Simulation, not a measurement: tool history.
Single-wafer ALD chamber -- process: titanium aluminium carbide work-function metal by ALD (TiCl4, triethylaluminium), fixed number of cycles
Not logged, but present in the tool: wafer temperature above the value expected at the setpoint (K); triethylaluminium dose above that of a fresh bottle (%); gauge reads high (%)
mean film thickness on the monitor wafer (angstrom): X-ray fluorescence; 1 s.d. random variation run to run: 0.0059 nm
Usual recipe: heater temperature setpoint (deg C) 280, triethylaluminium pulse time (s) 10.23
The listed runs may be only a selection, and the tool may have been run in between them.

run   hour  heater temperature setpoint (deg C)  triethylaluminium pulse time (s)  wafers since the last listed run  hours since the last thermocouple change  hours since the last triethylaluminium bottle change  hours since the showerhead was replaced  hours since the gauge calibration  read-back reference wafer on the same gauge, thickness_nm  mean film thickness on the monitor wafer (angstrom)
  1    0.0                                  269                             11.22                                 0                                    1688.7                                                 192.4                                   2851.0                              127.7                                                      1.620                                                18.60
  2   16.4                                  269                             11.22                               119                                    1705.1                                                 208.8                                   2867.4                              144.1                                                      1.622                                                18.75
  3   50.7                                  269                             11.22                               250                                    1739.4                                                 243.1                                   2901.7                              178.4                                                      1.619                                                18.56
  4   74.7                                  280                             10.23                               174                                    1763.4                                                 267.1                                   2925.7                              202.4                                                      1.620                                                19.71
  5   93.2                                  280                             10.23                               134                                    1781.9                                                 285.6                                   2944.2                              220.9                                                      1.619                                                19.60
  6  127.6                                  276                             10.23                               250                                    1816.3                                                 320.0                                   2978.6                              255.3                                                      1.620                                                19.11
     172.5  -- thermocouple changed; heater temperature recalibrated
     181.9  -- showerhead replaced
  7  210.3                                  270                             12.90                               486                                      37.8                                                 402.7                                     28.4                              338.0                                                      1.621                                                19.35
  8  228.1                                  270                             12.90                               129                                      55.6                                                 420.5                                     46.2                              355.8                                                      1.621                                                19.33
  9  246.3                                  280                             10.23                               132                                      73.8                                                 438.7                                     64.4                              374.0                                                      1.620                                                19.86
 10  298.9                                  280                             10.23                               383                                     126.4                                                 491.3                                    117.0                              426.6                                                      1.620                                                20.06
     312.4  -- thermocouple changed; heater temperature recalibrated, repeated, since the last time left the tool worse
 11  312.9                                  286                             13.89                                43                                       0.5                                                 505.3                                    131.0                              440.6                                                      1.619                                                20.43
 12  332.6                                  287                              8.78                               143                                      20.2                                                 525.0                                    150.7                              460.3                                                      1.620                                                19.54
 13  356.6                                  293                             13.86                               174                                      44.2                                                 549.0                                    174.7                              484.3                                                      1.621                                                21.09
 14  376.4                                  291                             12.44                               144                                      64.0                                                 568.8                                    194.5                              504.1                                                      1.621                                                20.85
 15  401.2                                  272                              7.40                               180                                      88.8                                                 593.6                                    219.3                              528.9                                                      1.621                                                17.55
     412.6  -- gauge calibrated
     414.9  -- triethylaluminium bottle replaced
 16  430.0                                  275                              7.47                               151                                     117.6                                                  15.1                                    248.1                               17.4                                                      1.620                                                17.83
 17  474.6                                  280                             10.23                               325                                     162.2                                                  59.7                                    292.7                               62.0                                                      1.621                                                19.35
 18  506.9                                  285                              7.72                               235                                     194.5                                                  92.0                                    325.0                               94.3                                                      1.620                                                19.04
 19  537.6                                  285                             12.18                               223                                     225.2                                                 122.7                                    355.7                              125.0                                                      1.619                                                20.25
 20  571.3                                  280                             10.23                               245                                     258.9                                                 156.4                                    389.4                              158.7                                                      1.621                                                19.36

5 ways to go on from here, each from the tool as it stands after run 20. What would each give?
  A  571.7                                  280                             10.23                                 2                                     259.3                                                 156.8                                    389.8                              159.1                                                          ?                                                    ?
  B  571.7                                  285                             12.98                                 2                                     259.3                                                 156.8                                    389.8                              159.1                                                          ?                                                    ?
  C  571.7                                  292                              9.17                                 2                                     259.3                                                 156.8                                    389.8                              159.1                                                          ?                                                    ?
  D  571.7                                  280                             13.93                                 2                                     259.3                                                 156.8                                    389.8                              159.1                                                          ?                                                    ?
  E  571.7                                  275                              8.02                                 2                                     259.3                                                 156.8                                    389.8                              159.1                                                          ?                                                    ?

run  read-back reference wafer on the same gauge, thickness_nm  mean film thickness on the monitor wafer (angstrom)
  A                                                      1.620                                                19.42
  B                                                      1.620                                                20.31
  C                                                      1.620                                                20.37
  D                                                      1.620                                                19.85
  E                                                      1.620                                                18.22
With the hidden condition removed and each run's random variation left untouched, the same runs would have given:
run  mean film thickness on the monitor wafer (angstrom)
  A                                                19.25
  B                                                20.14
  C                                                20.20
  D                                                19.68
  E                                                18.06

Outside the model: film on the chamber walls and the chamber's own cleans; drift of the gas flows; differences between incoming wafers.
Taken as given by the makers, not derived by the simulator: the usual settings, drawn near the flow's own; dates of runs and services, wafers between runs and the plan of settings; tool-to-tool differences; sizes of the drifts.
